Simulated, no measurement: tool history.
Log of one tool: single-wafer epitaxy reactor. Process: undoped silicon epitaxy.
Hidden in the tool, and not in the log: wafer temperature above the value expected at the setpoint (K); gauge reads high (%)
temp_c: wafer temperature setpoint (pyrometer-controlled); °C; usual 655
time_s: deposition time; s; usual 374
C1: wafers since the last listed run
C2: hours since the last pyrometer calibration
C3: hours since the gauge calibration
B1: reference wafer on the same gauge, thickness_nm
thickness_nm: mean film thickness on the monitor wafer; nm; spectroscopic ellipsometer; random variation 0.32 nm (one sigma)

Run 1, hour 0: usual settings but temp_c 663 °C; C1 0; C2 2313.7; C3 208; B1 82.485. Result: thickness_nm 73.559 nm.
Run 2, hour 14.6: usual settings but temp_c 663 °C; C1 79; C2 2328.3; C3 222.6; B1 82.6. Result: thickness_nm 73.306 nm.
Run 3, hour 28.4: usual settings but temp_c 663 °C; C1 74; C2 2342.1; C3 236.4; B1 82.505. Result: thickness_nm 73.728 nm.
Run 4, hour 52.4: usual settings but temp_c 652 °C, time_s 340 s; C1 130; C2 2366.1; C3 260.4; B1 82.568. Result: thickness_nm 52.286 nm.
Run 5, hour 73.5: usual settings but temp_c 652 °C, time_s 340 s; C1 114; C2 2387.2; C3 281.5; B1 82.459. Result: thickness_nm 52.004 nm.
Run 6, hour 108: usual settings but temp_c 652 °C, time_s 340 s; C1 187; C2 2421.7; C3 316; B1 82.497. Result: thickness_nm 51.848 nm.
Run 7, hour 196.8: usual settings but temp_c 662 °C; C1 481; C2 2510.5; C3 404.8; B1 82.517. Result: thickness_nm 70.74 nm.
Run 8, hour 232.5: usual settings but temp_c 652 °C; C1 193; C2 2546.2; C3 440.5; B1 82.435. Result: thickness_nm 57.002 nm.
At hour 258.5: pyrometer calibrated.
Run 9, hour 264.9: usual settings but temp_c 652 °C; C1 132; C2 6.4; C3 472.9; B1 82.481. Result: thickness_nm 64.332 nm.
At hour 295.8: gauge calibrated.
Run 10, hour 299.9: usual settings but temp_c 652 °C; C1 189; C2 41.4; C3 4.1; B1 82.568. Result: thickness_nm 64.142 nm.
Run 11, hour 318.7: usual settings but time_s 344 s; C1 102; C2 60.2; C3 22.9; B1 82.458. Result: thickness_nm 63.473 nm.
Run 12, hour 333.2: usual settings; C1 78; C2 74.7; C3 37.4; B1 82.462. Result: thickness_nm 69.098 nm.
Run 13, hour 365.1: usual settings; C1 173; C2 106.6; C3 69.3; B1 82.505. Result: thickness_nm 68.254 nm.
Run 14, hour 394.1: usual settings but temp_c 661 °C, time_s 444 s; C1 157; C2 135.6; C3 98.3; B1 82.449. Result: thickness_nm 92.555 nm.
Run 15, hour 427.8: usual settings; C1 182; C2 169.3; C3 132; B1 82.522. Result: thickness_nm 68.631 nm.
Run 16, hour 443.2: usual settings but temp_c 642 °C; C1 83; C2 184.7; C3 147.4; B1 82.601. Result: thickness_nm 51.832 nm.
Run 17, hour 475.5: usual settings but temp_c 648 °C, time_s 442 s; C1 175; C2 217; C3 179.7; B1 82.518. Result: thickness_nm 70.239 nm.
Run 18, hour 532.5: usual settings; C1 309; C2 274; C3 236.7; B1 82.458. Result: thickness_nm 68.882 nm.
Run 19, hour 561.8: usual settings but temp_c 667 °C, time_s 343 s; C1 158; C2 303.3; C3 266; B1 82.48. Result: thickness_nm 80.916 nm.
Run 20, hour 580.3: usual settings but temp_c 662 °C, time_s 424 s; C1 100; C2 321.8; C3 284.5; B1 82.548. Result: thickness_nm 89.591 nm.
Run 21, hour 602.8: usual settings but time_s 432 s; C1 122; C2 344.3; C3 307; B1 82.457. Result: thickness_nm 79.09 nm.
Run 22, hour 633: usual settings; C1 163; C2 374.5; C3 337.2; B1 82.476. Result: thickness_nm 68.658 nm.
Run 23, hour 649: usual settings but temp_c 668 °C; C1 86; C2 390.5; C3 353.2; B1 82.603. Result: thickness_nm 89.271 nm.
Run 24, hour 669.9: usual settings but temp_c 642 °C, time_s 427 s; C1 113; C2 411.4; C3 374.1; B1 82.486. Result: thickness_nm 58.456 nm.
Run 25, hour 703.7: usual settings but temp_c 644 °C, time_s 352 s; C1 183; C2 445.2; C3 407.9; B1 82.478. Result: thickness_nm 50.721 nm.
Run 26, hour 724.1: usual settings but temp_c 642 °C, time_s 299 s; C1 110; C2 465.6; C3 428.3; B1 82.534. Result: thickness_nm 41.476 nm.

Hidden state or all else? Some run-to-run changes of thickness_nm, split into what the settings, what came in and random variation would give without the hidden state, and what is left for the hidden state (with any gauge scatter that isn't in both results):
Run 6 -> 7: temp_c 652 -> 662, time_s 340 -> 374. thickness_nm +18.892 nm: hidden state -2.806, all else +21.698.
Run 8 -> 9: pyrometer calibrated. thickness_nm +7.33 nm: hidden state +7.577, all else -0.247.
Run 13 -> 14: temp_c 655 -> 661, time_s 374 -> 444. thickness_nm +24.301 nm: hidden state -0.12, all else +24.421.
Run 23 -> 24: temp_c 668 -> 642, time_s 374 -> 427. thickness_nm -30.815 nm: hidden state +0.175, all else -30.99.
